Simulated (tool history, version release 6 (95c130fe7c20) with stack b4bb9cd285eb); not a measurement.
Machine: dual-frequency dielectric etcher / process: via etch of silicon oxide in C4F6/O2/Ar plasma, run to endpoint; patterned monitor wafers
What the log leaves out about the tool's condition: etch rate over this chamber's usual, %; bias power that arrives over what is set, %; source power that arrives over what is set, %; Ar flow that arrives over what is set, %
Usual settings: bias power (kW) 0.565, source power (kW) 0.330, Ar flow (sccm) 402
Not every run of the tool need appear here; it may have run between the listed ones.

run	hour	bias power (kW)	source power (kW)	Ar flow (sccm)	wafers since the last listed run	hours since the last wet clean	hours since the last bias power generator calibration	hours since the last source power generator calibration	hours since the last Ar flow controller change	hours since the last upper electrode change	incoming incoming film thickness, nm	endpoint time (s)
1	0.0	0.565	0.280	424	0	460.3	2202.4	2389.8	3934.5	5101.3	122.4	29.8
2	12.0	0.565	0.290	402	208	472.3	2214.4	2401.8	3946.5	5113.3	123.1	29.3
3	23.2	0.565	0.290	402	194	483.5	2225.6	2413.0	3957.7	5124.5	122.4	28.9
4	39.4	0.565	0.330	402	281	499.7	2241.8	2429.2	3973.9	5140.7	123.3	27.9
# hour 68.5: upper electrode replaced
5	69.0	0.565	0.330	402	97	529.3	2271.4	2458.8	4003.5	0.5	122.5	27.7
6	69.4	0.565	0.330	402	6	529.7	2271.8	2459.2	4003.9	0.9	122.3	27.6
7	69.7	0.565	0.330	402	5	530.0	2272.1	2459.5	4004.2	1.2	123.0	27.7
# hour 84.7: source power generator calibrated
# hour 99.3: Ar flow controller replaced
# hour 121.4: wet clean of the chamber
8	121.9	0.565	0.330	402	350	0.5	2324.3	37.2	22.6	53.4	122.8	28.8
9	133.5	0.565	0.290	402	201	12.1	2335.9	48.8	34.2	65.0	124.1	30.4
# hour 152.3: bias power generator calibrated
10	152.8	0.565	0.330	402	265	31.4	0.5	68.1	53.5	84.3	124.9	29.5
11	166.8	0.428	0.290	367	243	45.4	14.5	82.1	67.5	98.3	123.1	35.9
12	174.4	0.487	0.330	402	131	53.0	22.1	89.7	75.1	105.9	122.7	31.4
13	187.1	0.508	0.390	498	220	65.7	34.8	102.4	87.8	118.6	124.2	30.0
14	201.0	0.615	0.300	330	241	79.6	48.7	116.3	101.7	132.5	123.3	27.8

Forecast each of these 3 alternatives for the next run:
A	201.4	0.565	0.330	402	6	80.0	49.1	116.7	102.1	132.9	122.4	?
B	201.4	0.697	0.330	327	6	80.0	49.1	116.7	102.1	132.9	122.4	?
C	201.4	0.610	0.390	462	6	80.0	49.1	116.7	102.1	132.9	122.4	?

run	endpoint time (s)
A	28.5
B	24.6
C	26.0
Stripped of hidden state, with their random variation kept, the same runs would have yielded:
run	endpoint time (s)
A	28.7
B	24.8
C	26.2
